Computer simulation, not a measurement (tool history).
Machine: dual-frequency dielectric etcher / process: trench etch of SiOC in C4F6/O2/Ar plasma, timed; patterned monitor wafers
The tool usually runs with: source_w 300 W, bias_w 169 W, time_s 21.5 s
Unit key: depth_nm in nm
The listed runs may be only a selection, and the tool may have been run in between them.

run   hour  source_w  bias_w  time_s  wafers since the last listed run  hours since the last wet clean  hours since the last source power generator calibration  hours since the last bias power generator calibration  hours since the last upper electrode change  hours since the gauge calibration  read-back reference wafer on the same gauge, depth_nm  depth_nm
  1    0.0       270     169    21.5                                 0                           344.4                                                   3255.3                                                 2497.6                                       4628.2                              628.5                                                  33.22     33.75
  2   25.7       270     169    21.5                               346                           370.1                                                   3281.0                                                 2523.3                                       4653.9                              654.2                                                  33.21     33.66
  3   48.0       300     197    18.5                               300                           392.4                                                   3303.3                                                 2545.6                                       4676.2                              676.5                                                  33.20     32.52
  4  149.7       300     197    18.5                              1370                           494.1                                                   3405.0                                                 2647.3                                       4777.9                              778.2                                                  33.22     32.32
     161.8  -- gauge calibrated
     185.8  -- wet clean of the chamber
  5  186.3       300     197    18.5                               169                             0.5                                                   3441.6                                                 2683.9                                       4814.5                               24.5                                                  33.23     32.70
     190.7  -- bias power generator calibrated
  6  198.3       300     169    21.5                               107                            12.5                                                   3453.6                                                    7.6                                       4826.5                               36.5                                                  33.16     35.53
  7  227.8       300     169    21.5                               397                            42.0                                                   3483.1                                                   37.1                                       4856.0                               66.0                                                  33.19     35.51
  8  252.5       300     169    21.5                               332                            66.7                                                   3507.8                                                   61.8                                       4880.7                               90.7                                                  33.17     35.26
  9  269.9       300     169    21.5                               234                            84.1                                                   3525.2                                                   79.2                                       4898.1                              108.1                                                  33.19     35.35
 10  304.0       300     169    21.5                               459                           118.2                                                   3559.3                                                  113.3                                       4932.2                              142.2                                                  33.25     35.31
     334.4  -- upper electrode replaced
 11  334.9       300     169    21.5                                92                           149.1                                                   3590.2                                                  144.2                                          0.5                              173.1                                                  33.20     35.17
 12  339.8       300     169    21.5                                66                           154.0                                                   3595.1                                                  149.1                                          5.4                              178.0                                                  33.15     35.04
 13  371.4       240     185    27.0                               425                           185.6                                                   3626.7                                                  180.7                                         37.0                              209.6                                                  33.15     42.66
     377.4  -- source power generator calibrated
 14  394.9       300     180    19.5                               262                           209.1                                                     17.5                                                  204.2                                         60.5                              233.1                                                  33.24     33.02
 15  412.6       240     152    21.5                               238                           226.8                                                     35.2                                                  221.9                                         78.2                              250.8                                                  33.22     30.74
 16  434.9       300     169    21.5                               300                           249.1                                                     57.5                                                  244.2                                        100.5                              273.1                                                  33.20     34.84
 17  462.4       300     153    21.5                               370                           276.6                                                     85.0                                                  271.7                                        128.0                              300.6                                                  33.21     33.41
 18  477.6       300     169    21.5                               204                           291.8                                                    100.2                                                  286.9                                        143.2                              315.8                                                  33.24     35.18
 19  508.0       300     169    21.5                               409                           322.2                                                    130.6                                                  317.3                                        173.6                              346.2                                                  33.17     34.85
 20  538.3       350     186    17.5                               408                           352.5                                                    160.9                                                  347.6                                        203.9                              376.5                                                  33.15     31.48
 21  571.4       300     150    21.5                               445                           385.6                                                    194.0                                                  380.7                                        237.0                              409.6                                                  33.19     33.04
 22  606.2       300     169    21.5                               468                           420.4                                                    228.8                                                  415.5                                        271.8                              444.4                                                  33.20     34.78
 23  635.5       300     195    19.0                               394                           449.7                                                    258.1                                                  444.8                                        301.1                              473.7                                                  33.21     32.94
 24  654.5       230     146    21.5                               255                           468.7                                                    277.1                                                  463.8                                        320.1                              492.7                                                  33.25     29.25
 25  682.2       250     169    21.5                               373                           496.4                                                    304.8                                                  491.5                                        347.8                              520.4                                                  33.19     32.34
     721.1  -- wet clean of the chamber
 26  721.6       300     137    19.0                               207                             0.5                                                    344.2                                                  530.9                                        387.2                              559.8                                                  33.22     27.96
 27  727.3       380     197    26.0                                76                             6.2                                                    349.9                                                  536.6                                        392.9                              565.5                                                  33.16     50.20
 28  739.8       300     205    21.5                               168                            18.7                                                    362.4                                                  549.1                                        405.4                              578.0                                                  33.20     38.80
 29  793.4       340     200    24.0                               722                            72.3                                                    416.0                                                  602.7                                        459.0                              631.6                                                  33.18     44.93

What if the next run were any one of these 5? Each begins from the tool's condition after run 29:
  A  793.8       260     169    21.5                                 5                            72.7                                                    416.4                                                  603.1                                        459.4                              632.0                                                      ?         ?
  B  793.8       300     169    17.0                                 5                            72.7                                                    416.4                                                  603.1                                        459.4                              632.0                                                      ?         ?
  C  793.8       370     169    26.0                                 5                            72.7                                                    416.4                                                  603.1                                        459.4                              632.0                                                      ?         ?
  D  793.8       330     146    18.0                                 5                            72.7                                                    416.4                                                  603.1                                        459.4                              632.0                                                      ?         ?
  E  793.8       300     142    21.5                                 5                            72.7                                                    416.4                                                  603.1                                        459.4                              632.0                                                      ?         ?

run  read-back reference wafer on the same gauge, depth_nm  depth_nm
  A                                                  33.21     33.67
  B                                                  33.21     28.03
  C                                                  33.21     46.29
  D                                                  33.21     28.51
  E                                                  33.21     32.39
The same runs, with their run-to-run variation unchanged, on a tool lacking any hidden condition would have given:
run  depth_nm
  A     33.87
  B     28.20
  C     46.57
  D     28.67
  E     32.58

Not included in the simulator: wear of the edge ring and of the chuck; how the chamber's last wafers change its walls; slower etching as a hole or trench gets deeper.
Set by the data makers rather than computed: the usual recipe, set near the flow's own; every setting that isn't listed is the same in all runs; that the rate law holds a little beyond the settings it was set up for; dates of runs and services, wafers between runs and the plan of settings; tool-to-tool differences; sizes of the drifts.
